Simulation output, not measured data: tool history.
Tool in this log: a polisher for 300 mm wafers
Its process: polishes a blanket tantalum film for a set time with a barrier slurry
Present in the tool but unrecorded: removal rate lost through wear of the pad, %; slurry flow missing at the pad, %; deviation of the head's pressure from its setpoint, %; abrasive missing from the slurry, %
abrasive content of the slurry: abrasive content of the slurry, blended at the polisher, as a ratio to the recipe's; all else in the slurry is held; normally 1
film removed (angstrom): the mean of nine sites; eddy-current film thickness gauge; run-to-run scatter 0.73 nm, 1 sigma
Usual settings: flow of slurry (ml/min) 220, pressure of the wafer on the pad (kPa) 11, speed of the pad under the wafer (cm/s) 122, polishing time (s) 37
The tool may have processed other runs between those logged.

run,hour,flow of slurry (ml/min),pressure of the wafer on the pad (kPa),speed of the pad under the wafer (cm/s),abrasive content of the slurry,polishing time (s),wafers since the last listed run,wafers polished on this pad,hours since the slurry nozzle was cleaned,hours since the head pressure was calibrated,hours since the slurry blender was calibrated,"incoming thickness of the incoming film, nm",film removed (angstrom)
1,0,220,11,144,1,37,0,1190,455.3,757.3,267.9,430.4,735
2,13.7,220,9,122,1,37,159,1349,469,771,281.6,423.9,564
# hour 25.2: worn pad replaced by a new one
3,60,220,9,122,1,37,492,405,515.3,817.3,327.9,433.8,551
4,83.2,220,9,122,1,37,270,675,538.5,840.5,351.1,432.6,533
5,100.8,220,11,96,1,37,204,880,556.1,858.1,368.7,432.5,494
6,124,220,11,96,1,37,270,1150,579.3,881.3,391.9,433.7,482
# hour 132: worn pad replaced by a new one
7,145,220,11,150,0.75,37,197,151,600.3,902.3,412.9,427.8,660
# hour 171.1: slurry blender recalibrated
8,173,220,11,150,0.75,37,302,453,628.3,930.3,1.9,435.4,746
# hour 202.1: head pressure recalibrated
# hour 217.6: slurry nozzle cleaned
9,226.3,180,15.2,122,1,37,585,1039,8.7,24.2,55.2,436.4,776
# hour 230.4: worn pad replaced by a new one
10,240.9,295,11,88,0.8,37,123,122,23.3,38.8,69.8,433.8,468
11,259.8,220,12.4,104,1,37,220,342,42.2,57.7,88.7,435.9,604
12,290,155,13.1,108,1,37,351,694,72.4,87.9,118.9,435.9,617
13,324.5,220,13.8,122,1,27,401,1095,106.9,122.4,153.4,429.6,545
# hour 345.7: worn pad replaced by a new one
14,357.7,255,11,94,1,33,339,139,140.1,155.6,186.6,437.5,464
15,372.4,185,11,150,1,37,171,310,154.8,170.3,201.3,438.7,769
16,403.3,220,11,122,1,37,359,670,185.7,201.2,232.2,425.8,638
17,430.6,220,11,122,1,37,317,988,213,228.5,259.5,430.6,634

5 ways to go on from here, each from the tool as it stands after run 17. What would each give?
A,431,220,11,122,1,37,4,993,213.4,228.9,259.9,428.6,?
B,431,200,11,122,1,37,4,993,213.4,228.9,259.9,428.6,?
C,431,220,11,88,0.75,37,4,993,213.4,228.9,259.9,428.6,?
D,431,270,7.6,160,1,27,4,993,213.4,228.9,259.9,428.6,?
E,431,220,11,98,1.15,37,4,993,213.4,228.9,259.9,428.6,?

run,film removed (angstrom)
A,635
B,627
C,426
D,499
E,537
The same runs, with their run-to-run variation unchanged, on a tool lacking any hidden condition would have given:
run,film removed (angstrom)
A,654
B,646
C,442
D,514
E,552
